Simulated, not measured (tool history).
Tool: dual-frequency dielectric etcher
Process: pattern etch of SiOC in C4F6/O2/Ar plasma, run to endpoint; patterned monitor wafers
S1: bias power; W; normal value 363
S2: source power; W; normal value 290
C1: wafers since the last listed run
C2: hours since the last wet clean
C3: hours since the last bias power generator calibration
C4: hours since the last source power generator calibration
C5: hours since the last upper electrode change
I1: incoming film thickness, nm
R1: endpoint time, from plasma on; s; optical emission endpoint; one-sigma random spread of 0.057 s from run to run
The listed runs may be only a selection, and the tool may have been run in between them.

Run 1, day 0.000: usual settings but S1 304 W, S2 270 W; C1 0; C2 526.1; C3 2031.6; C4 2079.3; C5 2445.0; I1 43.80. Result: R1 19.2 s.
Run 2, day 0.642: usual settings but S1 304 W, S2 270 W; C1 284; C2 541.5; C3 2047.0; C4 2094.7; C5 2460.4; I1 43.43. Result: R1 19.0 s.
At day 1.708: wet clean of the chamber.
Run 3, day 1.729: usual settings but S1 304 W, S2 270 W; C1 38; C2 0.5; C3 2073.1; C4 2120.8; C5 2486.5; I1 44.05. Result: R1 19.9 s.
Run 4, day 3.171: usual settings; C1 640; C2 35.1; C3 2107.7; C4 2155.4; C5 2521.1; I1 43.95. Result: R1 17.2 s.
Run 5, day 3.788: usual settings; C1 273; C2 49.9; C3 2122.5; C4 2170.2; C5 2535.9; I1 43.32. Result: R1 16.9 s.
Run 6, day 7.667: usual settings; C1 1722; C2 143.0; C3 2215.6; C4 2263.3; C5 2629.0; I1 44.08. Result: R1 17.2 s.
Run 7, day 8.804: usual settings but S2 270 W; C1 505; C2 170.3; C3 2242.9; C4 2290.6; C5 2656.3; I1 44.39. Result: R1 17.9 s.
Run 8, day 10.229: usual settings but S1 321 W; C1 632; C2 204.5; C3 2277.1; C4 2324.8; C5 2690.5; I1 44.20. Result: R1 18.5 s.
At day 11.300: upper electrode replaced.
Run 9, day 11.458: usual settings but S1 321 W; C1 101; C2 234.0; C3 2306.6; C4 2354.3; C5 3.8; I1 44.11. Result: R1 18.4 s.
Run 10, day 12.850: usual settings; C1 618; C2 267.4; C3 2340.0; C4 2387.7; C5 37.2; I1 44.23. Result: R1 17.0 s.
Run 11, day 14.146: usual settings; C1 575; C2 298.5; C3 2371.1; C4 2418.8; C5 68.3; I1 44.48. Result: R1 17.1 s.
Run 12, day 14.796: usual settings; C1 288; C2 314.1; C3 2386.7; C4 2434.4; C5 83.9; I1 44.51. Result: R1 17.1 s.
Run 13, day 16.012: usual settings; C1 540; C2 343.3; C3 2415.9; C4 2463.6; C5 113.1; I1 44.42. Result: R1 17.0 s.
Run 14, day 16.525: usual settings but S1 417 W, S2 310 W; C1 227; C2 355.6; C3 2428.2; C4 2475.9; C5 125.4; I1 43.46. Result: R1 14.8 s.
Run 15, day 17.633: usual settings but S1 417 W, S2 310 W; C1 492; C2 382.2; C3 2454.8; C4 2502.5; C5 152.0; I1 43.76. Result: R1 14.9 s.
Run 16, day 18.542: usual settings but S1 417 W, S2 310 W; C1 403; C2 404.0; C3 2476.6; C4 2524.3; C5 173.8; I1 44.19. Result: R1 15.1 s.
Run 17, day 19.450: usual settings but S1 303 W, S2 250 W; C1 403; C2 425.8; C3 2498.4; C4 2546.1; C5 195.6; I1 43.89. Result: R1 20.1 s.
Run 18, day 20.871: usual settings but S1 433 W, S2 230 W; C1 630; C2 459.9; C3 2532.5; C4 2580.2; C5 229.7; I1 43.97. Result: R1 17.0 s.

Run 19, settings as shown, results not yet in. Your forecast:
At day 22.200: wet clean of the chamber.
Run 19, day 22.221: usual settings but S1 337 W; C1 155; C2 0.5; C3 2564.9; C4 2612.6; C5 262.1; I1 43.67. Result: R1 ?.

{"run 19": {"R1": 18.0}}
Take away the tool's hidden state, keep the run-to-run variation as it was, and the same run would have given R1 18.0 s.
